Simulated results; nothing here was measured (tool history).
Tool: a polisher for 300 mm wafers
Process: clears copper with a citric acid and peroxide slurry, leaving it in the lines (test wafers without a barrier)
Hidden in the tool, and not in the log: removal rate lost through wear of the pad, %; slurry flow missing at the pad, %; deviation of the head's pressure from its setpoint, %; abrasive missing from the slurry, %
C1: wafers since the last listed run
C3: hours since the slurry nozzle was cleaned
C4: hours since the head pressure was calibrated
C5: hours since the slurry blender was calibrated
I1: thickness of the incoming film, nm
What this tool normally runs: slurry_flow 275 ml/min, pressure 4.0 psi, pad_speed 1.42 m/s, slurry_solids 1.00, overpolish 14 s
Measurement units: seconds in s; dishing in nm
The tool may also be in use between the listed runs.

{"run": 1, "hour": 0.0, "slurry_flow": 275, "pressure": 4.5, "pad_speed": 1.42, "slurry_solids": 1.0, "overpolish": 14, "C1": 0, "wafers polished on this pad": 1493, "C3": 224.4, "C4": 375.4, "C5": 185.0, "I1": 339.2, "seconds": 69.0, "dishing": 42.0}
{"run": 2, "hour": 42.7, "slurry_flow": 275, "pressure": 4.5, "pad_speed": 1.42, "slurry_solids": 1.0, "overpolish": 14, "C1": 354, "wafers polished on this pad": 1847, "C3": 267.1, "C4": 418.1, "C5": 227.7, "I1": 338.5, "seconds": 70.7, "dishing": 41.9}
{"hour": 74.4, "done": "slurry nozzle cleaned"}
{"run": 3, "hour": 95.7, "slurry_flow": 275, "pressure": 4.0, "pad_speed": 1.42, "slurry_solids": 1.0, "overpolish": 14, "C1": 431, "wafers polished on this pad": 2279, "C3": 21.3, "C4": 471.1, "C5": 280.7, "I1": 345.6, "seconds": 82.4, "dishing": 37.4}
{"run": 4, "hour": 132.4, "slurry_flow": 275, "pressure": 4.0, "pad_speed": 1.42, "slurry_solids": 1.0, "overpolish": 14, "C1": 304, "wafers polished on this pad": 2584, "C3": 58.0, "C4": 507.8, "C5": 317.4, "I1": 342.3, "seconds": 79.4, "dishing": 37.8}
{"hour": 146.6, "done": "worn pad replaced by a new one"}
{"run": 5, "hour": 310.7, "slurry_flow": 245, "pressure": 4.0, "pad_speed": 1.42, "slurry_solids": 1.0, "overpolish": 14, "C1": 1447, "wafers polished on this pad": 1363, "C3": 236.3, "C4": 686.1, "C5": 495.7, "I1": 338.3, "seconds": 81.3, "dishing": 36.7}
{"hour": 355.2, "done": "slurry blender recalibrated"}
{"run": 6, "hour": 374.2, "slurry_flow": 275, "pressure": 4.8, "pad_speed": 1.26, "slurry_solids": 1.0, "overpolish": 14, "C1": 510, "wafers polished on this pad": 1873, "C3": 299.8, "C4": 749.6, "C5": 19.0, "I1": 342.3, "seconds": 72.7, "dishing": 40.1}
{"hour": 395.5, "done": "slurry nozzle cleaned"}
{"run": 7, "hour": 405.2, "slurry_flow": 275, "pressure": 4.0, "pad_speed": 1.42, "slurry_solids": 1.0, "overpolish": 14, "C1": 249, "wafers polished on this pad": 2123, "C3": 9.7, "C4": 780.6, "C5": 50.0, "I1": 335.6, "seconds": 76.1, "dishing": 39.4}
{"hour": 410.8, "done": "worn pad replaced by a new one"}
{"run": 8, "hour": 430.3, "slurry_flow": 275, "pressure": 4.0, "pad_speed": 1.42, "slurry_solids": 1.0, "overpolish": 14, "C1": 175, "wafers polished on this pad": 161, "C3": 34.8, "C4": 805.7, "C5": 75.1, "I1": 334.0, "seconds": 76.3, "dishing": 38.9}
{"run": 9, "hour": 463.7, "slurry_flow": 275, "pressure": 4.0, "pad_speed": 1.42, "slurry_solids": 1.0, "overpolish": 14, "C1": 277, "wafers polished on this pad": 439, "C3": 68.2, "C4": 839.1, "C5": 108.5, "I1": 345.1, "seconds": 78.7, "dishing": 37.8}
{"run": 10, "hour": 526.8, "slurry_flow": 275, "pressure": 4.0, "pad_speed": 1.42, "slurry_solids": 1.0, "overpolish": 9, "C1": 524, "wafers polished on this pad": 963, "C3": 131.3, "C4": 902.2, "C5": 171.6, "I1": 339.3, "seconds": 78.7, "dishing": 26.4}
{"run": 11, "hour": 572.8, "slurry_flow": 275, "pressure": 4.0, "pad_speed": 1.42, "slurry_solids": 1.0, "overpolish": 9, "C1": 382, "wafers polished on this pad": 1345, "C3": 177.3, "C4": 948.2, "C5": 217.6, "I1": 340.1, "seconds": 79.3, "dishing": 26.5}
{"hour": 584.5, "done": "head pressure recalibrated"}
{"run": 12, "hour": 624.5, "slurry_flow": 275, "pressure": 4.0, "pad_speed": 1.42, "slurry_solids": 1.0, "overpolish": 14, "C1": 412, "wafers polished on this pad": 1758, "C3": 229.0, "C4": 40.0, "C5": 269.3, "I1": 344.0, "seconds": 80.9, "dishing": 37.6}
{"run": 13, "hour": 671.6, "slurry_flow": 275, "pressure": 4.0, "pad_speed": 1.42, "slurry_solids": 1.0, "overpolish": 14, "C1": 391, "wafers polished on this pad": 2149, "C3": 276.1, "C4": 87.1, "C5": 316.4, "I1": 340.8, "seconds": 79.8, "dishing": 37.1}
{"hour": 719.9, "done": "worn pad replaced by a new one"}
{"hour": 719.9, "done": "slurry nozzle cleaned"}
{"run": 14, "hour": 723.0, "slurry_flow": 275, "pressure": 4.0, "pad_speed": 1.3, "slurry_solids": 1.0, "overpolish": 20, "C1": 418, "wafers polished on this pad": 25, "C3": 3.1, "C4": 138.5, "C5": 367.8, "I1": 338.0, "seconds": 88.9, "dishing": 44.6}
{"run": 15, "hour": 816.9, "slurry_flow": 275, "pressure": 4.0, "pad_speed": 1.42, "slurry_solids": 1.0, "overpolish": 14, "C1": 779, "wafers polished on this pad": 805, "C3": 97.0, "C4": 232.4, "C5": 461.7, "I1": 336.0, "seconds": 81.5, "dishing": 37.2}
{"run": 16, "hour": 866.9, "slurry_flow": 275, "pressure": 4.0, "pad_speed": 1.42, "slurry_solids": 0.9, "overpolish": 14, "C1": 415, "wafers polished on this pad": 1221, "C3": 147.0, "C4": 282.4, "C5": 511.7, "I1": 344.9, "seconds": 83.9, "dishing": 37.0}
{"hour": 879.6, "done": "slurry blender recalibrated"}
{"run": 17, "hour": 919.1, "slurry_flow": 305, "pressure": 4.0, "pad_speed": 1.02, "slurry_solids": 1.0, "overpolish": 14, "C1": 416, "wafers polished on this pad": 1638, "C3": 199.2, "C4": 334.6, "C5": 39.5, "I1": 343.9, "seconds": 104.4, "dishing": 29.7}
{"run": 18, "hour": 967.7, "slurry_flow": 275, "pressure": 4.0, "pad_speed": 1.12, "slurry_solids": 1.0, "overpolish": 14, "C1": 403, "wafers polished on this pad": 2041, "C3": 247.8, "C4": 383.2, "C5": 88.1, "I1": 338.1, "seconds": 95.3, "dishing": 31.7}
{"run": 19, "hour": 1009.6, "slurry_flow": 275, "pressure": 4.8, "pad_speed": 1.02, "slurry_solids": 1.0, "overpolish": 14, "C1": 348, "wafers polished on this pad": 2389, "C3": 289.7, "C4": 425.1, "C5": 130.0, "I1": 340.7, "seconds": 90.2, "dishing": 34.7}
{"hour": 1028.2, "done": "worn pad replaced by a new one"}
{"hour": 1042.6, "done": "slurry nozzle cleaned"}
{"run": 20, "hour": 1060.0, "slurry_flow": 200, "pressure": 5.4, "pad_speed": 1.28, "slurry_solids": 1.15, "overpolish": 14, "C1": 377, "wafers polished on this pad": 255, "C3": 17.4, "C4": 475.5, "C5": 180.4, "I1": 340.7, "seconds": 63.5, "dishing": 44.9}
{"run": 21, "hour": 1109.5, "slurry_flow": 230, "pressure": 4.4, "pad_speed": 1.22, "slurry_solids": 0.8, "overpolish": 14, "C1": 411, "wafers polished on this pad": 666, "C3": 66.9, "C4": 525.0, "C5": 229.9, "I1": 344.7, "seconds": 90.9, "dishing": 35.4}
{"run": 22, "hour": 1159.3, "slurry_flow": 210, "pressure": 3.0, "pad_speed": 0.94, "slurry_solids": 1.0, "overpolish": 21, "C1": 413, "wafers polished on this pad": 1080, "C3": 116.7, "C4": 574.8, "C5": 279.7, "I1": 341.7, "seconds": 162.8, "dishing": 29.8}
{"run": 23, "hour": 1222.3, "slurry_flow": 240, "pressure": 4.0, "pad_speed": 1.24, "slurry_solids": 1.0, "overpolish": 21, "C1": 523, "wafers polished on this pad": 1603, "C3": 179.7, "C4": 637.8, "C5": 342.7, "I1": 340.8, "seconds": 93.7, "dishing": 46.2}
{"run": 24, "hour": 1258.7, "slurry_flow": 275, "pressure": 4.0, "pad_speed": 1.42, "slurry_solids": 1.0, "overpolish": 14, "C1": 302, "wafers polished on this pad": 1906, "C3": 216.1, "C4": 674.2, "C5": 379.1, "I1": 339.4, "seconds": 79.5, "dishing": 38.2}
{"hour": 1308.7, "done": "worn pad replaced by a new one"}
{"run": 25, "hour": 1320.1, "slurry_flow": 250, "pressure": 4.0, "pad_speed": 1.14, "slurry_solids": 0.8, "overpolish": 22, "C1": 476, "wafers polished on this pad": 94, "C3": 277.5, "C4": 735.6, "C5": 440.5, "I1": 341.6, "seconds": 105.4, "dishing": 43.8}
{"hour": 1364.7, "done": "slurry nozzle cleaned"}
{"run": 26, "hour": 1382.0, "slurry_flow": 275, "pressure": 4.0, "pad_speed": 1.42, "slurry_solids": 1.0, "overpolish": 14, "C1": 505, "wafers polished on this pad": 600, "C3": 17.3, "C4": 797.5, "C5": 502.4, "I1": 341.5, "seconds": 80.1, "dishing": 37.9}
{"run": 27, "hour": 1406.0, "slurry_flow": 275, "pressure": 4.0, "pad_speed": 1.42, "slurry_solids": 1.0, "overpolish": 14, "C1": 199, "wafers polished on this pad": 800, "C3": 41.3, "C4": 821.5, "C5": 526.4, "I1": 341.4, "seconds": 81.2, "dishing": 37.1}

A few steps of seconds between consecutive runs. Split each: what settings, incoming material and random variation would produce without the hidden state, and what is left over for the hidden state, along with gauge scatter present in only one of the two compared results (measured, and without hidden state):
Run 16 -> 17: slurry_flow 275 -> 305, pad_speed 1.42 -> 1.02, slurry_solids 0.90 -> 1.00, slurry blender recalibrated. seconds +20.5 s: hidden state -5.9, all else +26.4.
Run 21 -> 22: slurry_flow 230 -> 210, pressure 4.4 -> 3.0, pad_speed 1.22 -> 0.94, slurry_solids 0.80 -> 1.00, overpolish 14 -> 21. seconds +71.9 s: hidden state +5.5, all else +66.4.
Run 22 -> 23: slurry_flow 210 -> 240, pressure 3.0 -> 4.0, pad_speed 0.94 -> 1.24. seconds -69.1 s: hidden state -4.2, all else -64.9.
